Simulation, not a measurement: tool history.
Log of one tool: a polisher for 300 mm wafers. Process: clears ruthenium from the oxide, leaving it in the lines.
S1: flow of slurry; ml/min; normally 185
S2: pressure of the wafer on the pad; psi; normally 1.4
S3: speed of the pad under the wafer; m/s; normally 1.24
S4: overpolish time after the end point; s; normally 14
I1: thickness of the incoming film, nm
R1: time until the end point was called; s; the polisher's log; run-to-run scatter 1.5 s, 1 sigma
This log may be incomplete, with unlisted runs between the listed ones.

run 1 day=0.000 | S1=185 S2=1.4 S3=1.24 S4=14 | I1=105.5 | R1=135.5
run 2 day=2.771 | S1=185 S2=1.4 S3=1.24 S4=14 | I1=104.3 | R1=137.1
run 3 day=5.200 | S1=185 S2=1.4 S3=1.24 S4=14 | I1=105.6 | R1=142.6
run 4 day=8.688 | S1=185 S2=1.4 S3=1.24 S4=14 | I1=105.3 | R1=150.2
-- day=11.383 worn pad replaced by a new one
run 5 day=12.362 | S1=185 S2=1.4 S3=1.08 S4=14 | I1=102.8 | R1=151.4
run 6 day=14.108 | S1=185 S2=1.4 S3=1.08 S4=14 | I1=104.1 | R1=157.8
run 7 day=16.162 | S1=185 S2=1.4 S3=1.24 S4=14 | I1=106.1 | R1=142.4
run 8 day=19.142 | S1=185 S2=1.4 S3=1.24 S4=14 | I1=104.0 | R1=141.2
run 9 day=23.175 | S1=185 S2=1.4 S3=1.24 S4=14 | I1=104.8 | R1=146.2
-- day=26.679 worn pad replaced by a new one
run 10 day=26.700 | S1=185 S2=1.1 S3=1.24 S4=10 | I1=105.5 | R1=160.1
-- day=27.571 head pressure recalibrated
-- day=27.696 slurry nozzle cleaned
run 11 day=29.117 | S1=185 S2=1.1 S3=1.24 S4=10 | I1=106.6 | R1=153.7
run 12 day=31.496 | S1=185 S2=1.1 S3=1.24 S4=10 | I1=106.3 | R1=158.0
run 13 day=33.925 | S1=185 S2=1.4 S3=1.24 S4=14 | I1=105.7 | R1=130.5
run 14 day=37.338 | S1=210 S2=1.0 S3=1.38 S4=16 | I1=105.2 | R1=159.5
run 15 day=40.983 | S1=185 S2=1.4 S3=1.00 S4=20 | I1=104.0 | R1=172.0
-- day=43.900 worn pad replaced by a new one
run 16 day=44.017 | S1=215 S2=1.4 S3=1.24 S4=14 | I1=106.5 | R1=130.3

Predict the results of run 17:
run 17 day=45.917 | S1=185 S2=1.4 S3=1.24 S4=14 | I1=103.4 | R1=?

Run 17 came out at R1 126.5 s.
Had the tool carried no hidden state, the very same run would have given R1 115.4 s.
